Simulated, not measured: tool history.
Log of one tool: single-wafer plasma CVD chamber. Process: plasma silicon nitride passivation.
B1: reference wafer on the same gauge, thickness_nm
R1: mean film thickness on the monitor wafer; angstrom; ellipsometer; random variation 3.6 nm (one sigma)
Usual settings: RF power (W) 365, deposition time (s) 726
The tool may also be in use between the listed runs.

run 1 hour=0 | RF_power_(W)=365 deposition_time_(s)=764 | B1=953.627 | R1=10360.17
run 2 hour=18.4 | RF_power_(W)=365 deposition_time_(s)=764 | B1=953.59 | R1=10359.24
run 3 hour=37.7 | RF_power_(W)=365 deposition_time_(s)=726 | B1=954.556 | R1=9843.52
run 4 hour=57.2 | RF_power_(W)=365 deposition_time_(s)=726 | B1=954.45 | R1=9907.15
run 5 hour=78.7 | RF_power_(W)=365 deposition_time_(s)=726 | B1=953.628 | R1=9801.3
run 6 hour=103.3 | RF_power_(W)=365 deposition_time_(s)=726 | B1=955.152 | R1=9877.72
run 7 hour=131.4 | RF_power_(W)=365 deposition_time_(s)=726 | B1=954.886 | R1=9815.82
run 8 hour=145.7 | RF_power_(W)=350 deposition_time_(s)=726 | B1=954.267 | R1=9705.8
run 9 hour=172.2 | RF_power_(W)=350 deposition_time_(s)=726 | B1=954.162 | R1=9677
-- hour=239.3 gauge calibrated
run 10 hour=274.1 | RF_power_(W)=350 deposition_time_(s)=726 | B1=953.906 | R1=9651
-- hour=296.8 showerhead replaced
run 11 hour=297.3 | RF_power_(W)=365 deposition_time_(s)=726 | B1=953.381 | R1=9710.61
run 12 hour=319.6 | RF_power_(W)=365 deposition_time_(s)=726 | B1=954.365 | R1=9722.76
run 13 hour=337.3 | RF_power_(W)=305 deposition_time_(s)=769 | B1=955.333 | R1=9661.15
run 14 hour=391.4 | RF_power_(W)=365 deposition_time_(s)=726 | B1=953.417 | R1=9730.35
run 15 hour=410.6 | RF_power_(W)=320 deposition_time_(s)=726 | B1=954.605 | R1=9284.01
run 16 hour=441.3 | RF_power_(W)=330 deposition_time_(s)=852 | B1=954.518 | R1=10940.03
-- hour=454.7 RF generator calibrated
run 17 hour=474.9 | RF_power_(W)=325 deposition_time_(s)=652 | B1=955.122 | R1=8581.95
run 18 hour=493.8 | RF_power_(W)=345 deposition_time_(s)=726 | B1=952.829 | R1=9722.1
run 19 hour=525.4 | RF_power_(W)=435 deposition_time_(s)=781 | B1=954.31 | R1=11318.78
run 20 hour=541.3 | RF_power_(W)=365 deposition_time_(s)=726 | B1=953.834 | R1=9870.92
run 21 hour=564.2 | RF_power_(W)=365 deposition_time_(s)=685 | B1=955.419 | R1=9328.01
run 22 hour=590.2 | RF_power_(W)=320 deposition_time_(s)=657 | B1=954.278 | R1=8601.08

3 ways to go on from here, each from the tool as it stands after run 22. What would each give?
run A hour=590.8 | RF_power_(W)=365 deposition_time_(s)=726 | B1=? | R1=?
run B hour=590.8 | RF_power_(W)=385 deposition_time_(s)=781 | B1=? | R1=?
run C hour=590.8 | RF_power_(W)=335 deposition_time_(s)=865 | B1=? | R1=?

run=A B1=953.107 R1=9951.89
run=B B1=953.107 R1=10899.32
run=C B1=953.107 R1=11517.8
Without the tool's hidden state the same runs would have given:
run=A R1=9981.47
run=B R1=10931.71
run=C R1=11552.03

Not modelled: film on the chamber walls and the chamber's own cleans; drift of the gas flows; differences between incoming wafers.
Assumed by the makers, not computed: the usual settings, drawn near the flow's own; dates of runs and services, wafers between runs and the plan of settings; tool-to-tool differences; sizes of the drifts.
